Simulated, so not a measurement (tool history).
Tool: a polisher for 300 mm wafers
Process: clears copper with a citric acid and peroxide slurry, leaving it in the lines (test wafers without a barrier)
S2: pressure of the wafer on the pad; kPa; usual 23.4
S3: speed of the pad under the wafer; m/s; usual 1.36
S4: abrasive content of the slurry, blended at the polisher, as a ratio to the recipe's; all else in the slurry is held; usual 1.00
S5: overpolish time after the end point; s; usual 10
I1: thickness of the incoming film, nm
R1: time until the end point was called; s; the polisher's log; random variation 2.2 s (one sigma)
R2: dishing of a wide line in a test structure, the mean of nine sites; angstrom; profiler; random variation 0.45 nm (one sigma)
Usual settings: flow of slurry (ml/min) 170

Run 1, hour 0.0: usual settings; I1 436.3. Result: R1 167.4 s, R2 172 angstrom.
Run 2, hour 17.8: usual settings but S5 7 s; I1 434.0. Result: R1 183.8 s, R2 111 angstrom.
Run 3, hour 26.2: usual settings but S5 7 s; I1 433.6. Result: R1 181.4 s, R2 114 angstrom.
Run 4, hour 33.6: usual settings but S3 1.62 m/s; I1 438.4. Result: R1 160.1 s, R2 178 angstrom.
Run 5, hour 50.7: usual settings but S2 17.9 kPa, S5 7 s; I1 435.5. Result: R1 209.1 s, R2 101 angstrom.
Run 6, hour 62.2: usual settings but S2 17.9 kPa, S5 7 s; I1 441.2. Result: R1 211.8 s, R2 101 angstrom.
Run 7, hour 71.8: usual settings but S3 1.74 m/s, S4 1.15; I1 439.5. Result: R1 150.8 s, R2 188 angstrom.
Run 8, hour 88.5: usual settings; I1 438.0. Result: R1 190.2 s, R2 158 angstrom.
Run 9, hour 111.5: usual settings but S2 26.9 kPa, S4 1.25, S5 6 s; I1 437.6. Result: R1 168.7 s, R2 107 angstrom.
Run 10, hour 120.0: usual settings but flow of slurry (ml/min) 195, S2 17.9 kPa, S3 1.04 m/s, S5 6 s; I1 445.6. Result: R1 250.4 s, R2 75 angstrom.
Run 11, hour 132.2: usual settings but S3 1.50 m/s; I1 438.6. Result: R1 181.2 s, R2 154 angstrom.
Run 12, hour 150.0: usual settings but S2 19.3 kPa, S4 1.20; I1 441.7. Result: R1 213.9 s, R2 143 angstrom.
Run 13, hour 166.0: usual settings but flow of slurry (ml/min) 125, S3 1.12 m/s, S4 1.20, S5 8 s; I1 430.1. Result: R1 193.3 s, R2 129 angstrom.
Run 14, hour 183.3: usual settings but S2 26.2 kPa, S3 1.52 m/s, S4 1.10; I1 436.4. Result: R1 132.5 s, R2 208 angstrom.
Run 15, hour 198.0: usual settings but S2 15.2 kPa, S5 8 s; I1 436.3. Result: R1 193.1 s, R2 128 angstrom.
Run 16, hour 207.0: usual settings but S2 26.2 kPa, S3 1.52 m/s, S4 1.10; I1 440.1. Result: R1 137.9 s, R2 196 angstrom.
Run 17, hour 220.8: usual settings but flow of slurry (ml/min) 195, S2 16.5 kPa, S4 1.15, S5 8 s; I1 435.1. Result: R1 174.6 s, R2 140 angstrom.
Run 18, hour 228.7: usual settings; I1 444.5. Result: R1 157.2 s, R2 181 angstrom.
Run 19, hour 242.7: usual settings but S3 1.70 m/s, S5 7 s; I1 441.9. Result: R1 136.1 s, R2 151 angstrom.
Run 20, hour 257.4: usual settings; I1 435.1. Result: R1 154.1 s, R2 180 angstrom.
Run 21, hour 266.8: usual settings; I1 445.5. Result: R1 162.6 s, R2 176 angstrom.
Run 22, hour 281.3: usual settings but S2 17.9 kPa, S5 7 s; I1 435.7. Result: R1 183.3 s, R2 112 angstrom.
Run 23, hour 288.4: usual settings but S2 17.9 kPa, S5 7 s; I1 439.8. Result: R1 181.4 s, R2 117 angstrom.
Run 24, hour 299.1: usual settings but flow of slurry (ml/min) 130, S3 0.92 m/s; I1 438.4. Result: R1 234.1 s, R2 127 angstrom.
Run 25, hour 310.5: usual settings; I1 438.5. Result: R1 160.3 s, R2 173 angstrom.
Run 26, hour 322.2: usual settings but flow of slurry (ml/min) 125; I1 443.4. Result: R1 183.5 s, R2 156 angstrom.
Run 27, hour 354.1: usual settings but S2 28.3 kPa, S4 1.10; I1 439.9. Result: R1 143.5 s, R2 197 angstrom.

Taken out of this log: 7 entries between the listed runs. Where each belongs, and how the hidden state differs across it:
Between runs 1 and 2: worn pad replaced by a new one, of another model than before (hour 15.0)
  slurry flow missing at the pad, %: 33.7 -> 34.5
  measured less the result without the state, R1: +14.2 -> +28.6 s; R2: -14 -> -18 angstrom
Between runs 5 and 6: slurry blender recalibrated (hour 52.7)
  slurry flow missing at the pad, %: 36.1 -> 36.7
  measured less the result without the state, R1: +35.6 -> +37.1 s; R2: -19 -> -20 angstrom
Between runs 12 and 13: slurry nozzle cleaned (hour 160.1); head pressure recalibrated (hour 165.5)
  slurry flow missing at the pad, %: 40.9 -> 6.56
  measured less the result without the state, R1: +47.3 -> +5.3 s; R2: -36 -> -3 angstrom
Between runs 13 and 14: worn pad replaced by a new one (hour 177.4)
  slurry flow missing at the pad, %: 6.56 -> 7.39
  measured less the result without the state, R1: +5.3 -> +2.6 s; R2: -3 -> -3 angstrom
Between runs 25 and 26: slurry blender recalibrated (hour 314.6)
  slurry flow missing at the pad, %: 13.5 -> 14.1
  measured less the result without the state, R1: +6.3 -> +12.0 s; R2: -7 -> -9 angstrom
Between runs 26 and 27: worn pad replaced by a new one (hour 353.2)
  slurry flow missing at the pad, %: 14.1 -> 15.6
  measured less the result without the state, R1: +12.0 -> +6.8 s; R2: -9 -> -8 angstrom

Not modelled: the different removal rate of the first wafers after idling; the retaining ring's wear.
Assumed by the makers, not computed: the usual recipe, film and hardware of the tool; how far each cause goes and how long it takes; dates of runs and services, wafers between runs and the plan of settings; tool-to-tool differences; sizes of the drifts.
